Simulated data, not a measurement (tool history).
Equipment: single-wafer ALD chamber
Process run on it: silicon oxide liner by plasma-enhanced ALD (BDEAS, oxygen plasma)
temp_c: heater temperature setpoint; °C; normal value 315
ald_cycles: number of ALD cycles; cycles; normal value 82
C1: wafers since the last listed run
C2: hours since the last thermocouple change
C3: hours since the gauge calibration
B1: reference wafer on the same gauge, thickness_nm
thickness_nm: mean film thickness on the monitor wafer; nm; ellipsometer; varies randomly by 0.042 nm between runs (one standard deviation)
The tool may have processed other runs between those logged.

Run 1, hour 0.0: usual settings; C1 0; C2 1467.2; C3 496.4; B1 7.328. Result: thickness_nm 7.288 nm.
Run 2, hour 55.6: usual settings; C1 199; C2 1522.8; C3 552.0; B1 7.344. Result: thickness_nm 7.271 nm.
At hour 125.3: thermocouple changed; heater temperature recalibrated.
Run 3, hour 143.5: usual settings; C1 286; C2 18.2; C3 639.9; B1 7.341. Result: thickness_nm 7.291 nm.
Run 4, hour 219.7: usual settings; C1 272; C2 94.4; C3 716.1; B1 7.323. Result: thickness_nm 7.256 nm.
Run 5, hour 318.6: usual settings; C1 354; C2 193.3; C3 815.0; B1 7.338. Result: thickness_nm 7.311 nm.
Run 6, hour 388.1: usual settings but ald_cycles 91 cycles; C1 248; C2 262.8; C3 884.5; B1 7.336. Result: thickness_nm 8.140 nm.
Run 7, hour 555.8: usual settings; C1 600; C2 430.5; C3 1052.2; B1 7.315. Result: thickness_nm 7.379 nm.
Run 8, hour 638.0: usual settings but temp_c 321 °C, ald_cycles 73 cycles; C1 294; C2 512.7; C3 1134.4; B1 7.336. Result: thickness_nm 6.489 nm.
Run 9, hour 722.0: usual settings but temp_c 321 °C, ald_cycles 73 cycles; C1 300; C2 596.7; C3 1218.4; B1 7.317. Result: thickness_nm 6.486 nm.
Run 10, hour 828.7: usual settings but temp_c 321 °C, ald_cycles 73 cycles; C1 381; C2 703.4; C3 1325.1; B1 7.322. Result: thickness_nm 6.496 nm.
Run 11, hour 921.1: usual settings; C1 330; C2 795.8; C3 1417.5; B1 7.322. Result: thickness_nm 7.296 nm.
Run 12, hour 1025.3: usual settings but temp_c 309 °C, ald_cycles 94 cycles; C1 373; C2 900.0; C3 1521.7; B1 7.338. Result: thickness_nm 8.424 nm.
Run 13, hour 1070.0: usual settings; C1 160; C2 944.7; C3 1566.4; B1 7.348. Result: thickness_nm 7.281 nm.
Run 14, hour 1138.9: usual settings; C1 246; C2 1013.6; C3 1635.3; B1 7.331. Result: thickness_nm 7.344 nm.
Run 15, hour 1243.7: usual settings but ald_cycles 78 cycles; C1 375; C2 1118.4; C3 1740.1; B1 7.326. Result: thickness_nm 6.938 nm.
Run 16, hour 1342.3: usual settings but ald_cycles 78 cycles; C1 352; C2 1217.0; C3 1838.7; B1 7.329. Result: thickness_nm 6.902 nm.
Run 17, hour 1387.2: usual settings but ald_cycles 78 cycles; C1 160; C2 1261.9; C3 1883.6; B1 7.332. Result: thickness_nm 6.903 nm.
Run 18, hour 1432.1: usual settings but temp_c 311 °C; C1 160; C2 1306.8; C3 1928.5; B1 7.312. Result: thickness_nm 7.326 nm.
At hour 1454.3: gauge calibrated.
Run 19, hour 1506.0: usual settings but temp_c 311 °C; C1 264; C2 1380.7; C3 51.7; B1 7.334. Result: thickness_nm 7.346 nm.

Run 20 comes next. What will it give?
Run 20, hour 1569.2: usual settings but temp_c 301 °C, ald_cycles 94 cycles; C1 226; C2 1443.9; C3 114.9; B1 ?. Result: thickness_nm ?.

Run 20 produced B1 7.325, thickness_nm 8.483 nm.
With no hidden state in the tool, this same run would have given thickness_nm 8.483 nm.
